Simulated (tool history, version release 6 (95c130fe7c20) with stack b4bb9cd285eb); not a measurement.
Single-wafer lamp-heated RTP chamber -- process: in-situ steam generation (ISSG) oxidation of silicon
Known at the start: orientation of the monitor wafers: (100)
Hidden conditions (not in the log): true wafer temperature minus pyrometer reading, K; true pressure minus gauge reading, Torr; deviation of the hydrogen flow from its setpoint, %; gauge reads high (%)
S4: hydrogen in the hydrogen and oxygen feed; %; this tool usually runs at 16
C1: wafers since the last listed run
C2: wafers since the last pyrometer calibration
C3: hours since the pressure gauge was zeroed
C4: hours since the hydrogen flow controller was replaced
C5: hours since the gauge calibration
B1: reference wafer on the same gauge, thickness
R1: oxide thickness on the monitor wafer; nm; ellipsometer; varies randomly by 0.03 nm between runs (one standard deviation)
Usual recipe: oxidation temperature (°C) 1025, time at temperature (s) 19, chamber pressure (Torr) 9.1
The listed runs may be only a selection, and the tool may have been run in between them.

{"run": 1, "hour": 0.0, "oxidation temperature (°C)": 1025, "time at temperature (s)": 19, "chamber pressure (Torr)": 9.1, "S4": 16, "C1": 0, "C2": 2409, "C3": 1456.7, "C4": 3959, "C5": 789, "B1": 4.854, "R1": 5.629}
{"run": 2, "hour": 16.0, "oxidation temperature (°C)": 1025, "time at temperature (s)": 19, "chamber pressure (Torr)": 9.1, "S4": 16, "C1": 183, "C2": 2592, "C3": 1472.7, "C4": 3975, "C5": 805, "B1": 4.847, "R1": 5.638}
{"run": 3, "hour": 43.4, "oxidation temperature (°C)": 1025, "time at temperature (s)": 19, "chamber pressure (Torr)": 9.1, "S4": 16, "C1": 313, "C2": 2906, "C3": 1500.1, "C4": 4002.4, "C5": 832.4, "B1": 4.847, "R1": 5.654}
{"run": 4, "hour": 60.4, "oxidation temperature (°C)": 1025, "time at temperature (s)": 19, "chamber pressure (Torr)": 9.1, "S4": 16, "C1": 194, "C2": 3101, "C3": 1517.1, "C4": 4019.4, "C5": 849.4, "B1": 4.847, "R1": 5.639}
{"run": 5, "hour": 78.4, "oxidation temperature (°C)": 1025, "time at temperature (s)": 19, "chamber pressure (Torr)": 9.1, "S4": 16, "C1": 206, "C2": 3307, "C3": 1535.1, "C4": 4037.4, "C5": 867.4, "B1": 4.844, "R1": 5.682}
{"run": 6, "hour": 100.3, "oxidation temperature (°C)": 1025, "time at temperature (s)": 19, "chamber pressure (Torr)": 8.3, "S4": 16, "C1": 250, "C2": 3558, "C3": 1557, "C4": 4059.3, "C5": 889.3, "B1": 4.845, "R1": 5.726}
{"hour": 140.4, "done": "pyrometer window cleaned and pyrometer calibrated"}
{"run": 7, "hour": 140.9, "oxidation temperature (°C)": 1025, "time at temperature (s)": 19, "chamber pressure (Torr)": 8.3, "S4": 16, "C1": 373, "C2": 5, "C3": 1597.6, "C4": 4099.9, "C5": 929.9, "B1": 4.851, "R1": 5.543}
{"hour": 153.5, "done": "pressure gauge zeroed"}
{"run": 8, "hour": 164.0, "oxidation temperature (°C)": 1014, "time at temperature (s)": 19, "chamber pressure (Torr)": 9.1, "S4": 16, "C1": 172, "C2": 178, "C3": 10.5, "C4": 4123, "C5": 953, "B1": 4.855, "R1": 5.271}
{"run": 9, "hour": 191.5, "oxidation temperature (°C)": 1014, "time at temperature (s)": 19, "chamber pressure (Torr)": 9.1, "S4": 16, "C1": 314, "C2": 493, "C3": 38, "C4": 4150.5, "C5": 980.5, "B1": 4.854, "R1": 5.301}
{"run": 10, "hour": 219.5, "oxidation temperature (°C)": 1014, "time at temperature (s)": 19, "chamber pressure (Torr)": 9.1, "S4": 16, "C1": 320, "C2": 814, "C3": 66, "C4": 4178.5, "C5": 1008.5, "B1": 4.857, "R1": 5.287}
{"run": 11, "hour": 246.9, "oxidation temperature (°C)": 1025, "time at temperature (s)": 22, "chamber pressure (Torr)": 9.1, "S4": 16, "C1": 313, "C2": 1127, "C3": 93.4, "C4": 4205.9, "C5": 1035.9, "B1": 4.852, "R1": 5.978}
{"hour": 259.6, "done": "hydrogen flow controller replaced"}
{"hour": 269.7, "done": "gauge calibrated"}
{"run": 12, "hour": 275.7, "oxidation temperature (°C)": 1025, "time at temperature (s)": 26, "chamber pressure (Torr)": 9.1, "S4": 11, "C1": 238, "C2": 1366, "C3": 122.2, "C4": 16.1, "C5": 6, "B1": 4.84, "R1": 6.036}
{"run": 13, "hour": 354.3, "oxidation temperature (°C)": 1036, "time at temperature (s)": 26, "chamber pressure (Torr)": 8.1, "S4": 16, "C1": 900, "C2": 2266, "C3": 200.8, "C4": 94.7, "C5": 84.6, "B1": 4.861, "R1": 6.997}
{"run": 14, "hour": 371.7, "oxidation temperature (°C)": 1036, "time at temperature (s)": 26, "chamber pressure (Torr)": 8.1, "S4": 16, "C1": 199, "C2": 2465, "C3": 218.2, "C4": 112.1, "C5": 102, "B1": 4.854, "R1": 7.089}
{"run": 15, "hour": 398.1, "oxidation temperature (°C)": 1006, "time at temperature (s)": 12, "chamber pressure (Torr)": 9.1, "S4": 16, "C1": 302, "C2": 2767, "C3": 244.6, "C4": 138.5, "C5": 128.4, "B1": 4.853, "R1": 4.211}
{"run": 16, "hour": 421.2, "oxidation temperature (°C)": 1025, "time at temperature (s)": 19, "chamber pressure (Torr)": 9.1, "S4": 16, "C1": 264, "C2": 3032, "C3": 267.7, "C4": 161.6, "C5": 151.5, "B1": 4.848, "R1": 5.615}
{"run": 17, "hour": 436.3, "oxidation temperature (°C)": 1025, "time at temperature (s)": 19, "chamber pressure (Torr)": 9.1, "S4": 16, "C1": 172, "C2": 3205, "C3": 282.8, "C4": 176.7, "C5": 166.6, "B1": 4.859, "R1": 5.626}
{"run": 18, "hour": 465.2, "oxidation temperature (°C)": 1025, "time at temperature (s)": 19, "chamber pressure (Torr)": 9.1, "S4": 16, "C1": 330, "C2": 3536, "C3": 311.7, "C4": 205.6, "C5": 195.5, "B1": 4.852, "R1": 5.692}
{"run": 19, "hour": 498.7, "oxidation temperature (°C)": 1025, "time at temperature (s)": 19, "chamber pressure (Torr)": 9.1, "S4": 16, "C1": 383, "C2": 3920, "C3": 345.2, "C4": 239.1, "C5": 229, "B1": 4.846, "R1": 5.745}
{"hour": 522.2, "done": "pyrometer window cleaned and pyrometer calibrated"}
{"run": 20, "hour": 522.7, "oxidation temperature (°C)": 1015, "time at temperature (s)": 25, "chamber pressure (Torr)": 9.1, "S4": 16, "C1": 183, "C2": 6, "C3": 369.2, "C4": 263.1, "C5": 253, "B1": 4.859, "R1": 6.11}
{"run": 21, "hour": 545.9, "oxidation temperature (°C)": 1008, "time at temperature (s)": 23, "chamber pressure (Torr)": 10, "S4": 16, "C1": 265, "C2": 271, "C3": 392.4, "C4": 286.3, "C5": 276.2, "B1": 4.831, "R1": 5.605}
{"run": 22, "hour": 561.1, "oxidation temperature (°C)": 1042, "time at temperature (s)": 16, "chamber pressure (Torr)": 9.1, "S4": 16, "C1": 174, "C2": 445, "C3": 407.6, "C4": 301.5, "C5": 291.4, "B1": 4.866, "R1": 5.526}
{"run": 23, "hour": 617.0, "oxidation temperature (°C)": 1025, "time at temperature (s)": 19, "chamber pressure (Torr)": 9.1, "S4": 16, "C1": 640, "C2": 1086, "C3": 463.5, "C4": 357.4, "C5": 347.3, "B1": 4.842, "R1": 5.571}
{"run": 24, "hour": 636.4, "oxidation temperature (°C)": 1025, "time at temperature (s)": 19, "chamber pressure (Torr)": 8.5, "S4": 16, "C1": 222, "C2": 1308, "C3": 482.9, "C4": 376.8, "C5": 366.7, "B1": 4.846, "R1": 5.574}
{"run": 25, "hour": 658.1, "oxidation temperature (°C)": 1007, "time at temperature (s)": 25, "chamber pressure (Torr)": 8, "S4": 12, "C1": 248, "C2": 1556, "C3": 504.6, "C4": 398.5, "C5": 388.4, "B1": 4.851, "R1": 5.539}
{"run": 26, "hour": 688.2, "oxidation temperature (°C)": 1025, "time at temperature (s)": 19, "chamber pressure (Torr)": 9.1, "S4": 20, "C1": 344, "C2": 1901, "C3": 534.7, "C4": 428.6, "C5": 418.5, "B1": 4.865, "R1": 5.821}
{"run": 27, "hour": 703.0, "oxidation temperature (°C)": 1025, "time at temperature (s)": 25, "chamber pressure (Torr)": 9.5, "S4": 16, "C1": 169, "C2": 2071, "C3": 549.5, "C4": 443.4, "C5": 433.3, "B1": 4.838, "R1": 6.401}
{"run": 28, "hour": 733.9, "oxidation temperature (°C)": 1007, "time at temperature (s)": 23, "chamber pressure (Torr)": 8.1, "S4": 11, "C1": 353, "C2": 2424, "C3": 580.4, "C4": 474.3, "C5": 464.2, "B1": 4.856, "R1": 5.266}
{"run": 29, "hour": 767.6, "oxidation temperature (°C)": 1025, "time at temperature (s)": 23, "chamber pressure (Torr)": 8.4, "S4": 11, "C1": 385, "C2": 2810, "C3": 614.1, "C4": 508, "C5": 497.9, "B1": 4.846, "R1": 5.761}
{"run": 30, "hour": 793.0, "oxidation temperature (°C)": 1025, "time at temperature (s)": 19, "chamber pressure (Torr)": 9.1, "S4": 16, "C1": 290, "C2": 3101, "C3": 639.5, "C4": 533.4, "C5": 523.3, "B1": 4.849, "R1": 5.647}
{"run": 31, "hour": 826.0, "oxidation temperature (°C)": 1025, "time at temperature (s)": 19, "chamber pressure (Torr)": 9.1, "S4": 16, "C1": 377, "C2": 3479, "C3": 672.5, "C4": 566.4, "C5": 556.3, "B1": 4.856, "R1": 5.664}

4 options for the next run, each taken on its own from the tool as it stands now. Forecast them:
{"run": "A", "hour": 826.4, "oxidation temperature (°C)": 1025, "time at temperature (s)": 19, "chamber pressure (Torr)": 8.2, "S4": 16, "C1": 4, "C2": 3484, "C3": 672.9, "C4": 566.8, "C5": 556.7, "B1": "?", "R1": "?"}
{"run": "B", "hour": 826.4, "oxidation temperature (°C)": 1031, "time at temperature (s)": 14, "chamber pressure (Torr)": 9.1, "S4": 16, "C1": 4, "C2": 3484, "C3": 672.9, "C4": 566.8, "C5": 556.7, "B1": "?", "R1": "?"}
{"run": "C", "hour": 826.4, "oxidation temperature (°C)": 1014, "time at temperature (s)": 19, "chamber pressure (Torr)": 9.8, "S4": 11, "C1": 4, "C2": 3484, "C3": 672.9, "C4": 566.8, "C5": 556.7, "B1": "?", "R1": "?"}
{"run": "D", "hour": 826.4, "oxidation temperature (°C)": 1025, "time at temperature (s)": 19, "chamber pressure (Torr)": 10, "S4": 11, "C1": 4, "C2": 3484, "C3": 672.9, "C4": 566.8, "C5": 556.7, "B1": "?", "R1": "?"}

run=A B1=4.853 R1=5.693
run=B B1=4.853 R1=4.999
run=C B1=4.853 R1=4.926
run=D B1=4.853 R1=5.173
With the hidden condition removed and each run's random variation left untouched, the same runs would have given:
run=A R1=5.509
run=B R1=4.845
run=C R1=4.778
run=D R1=5.007
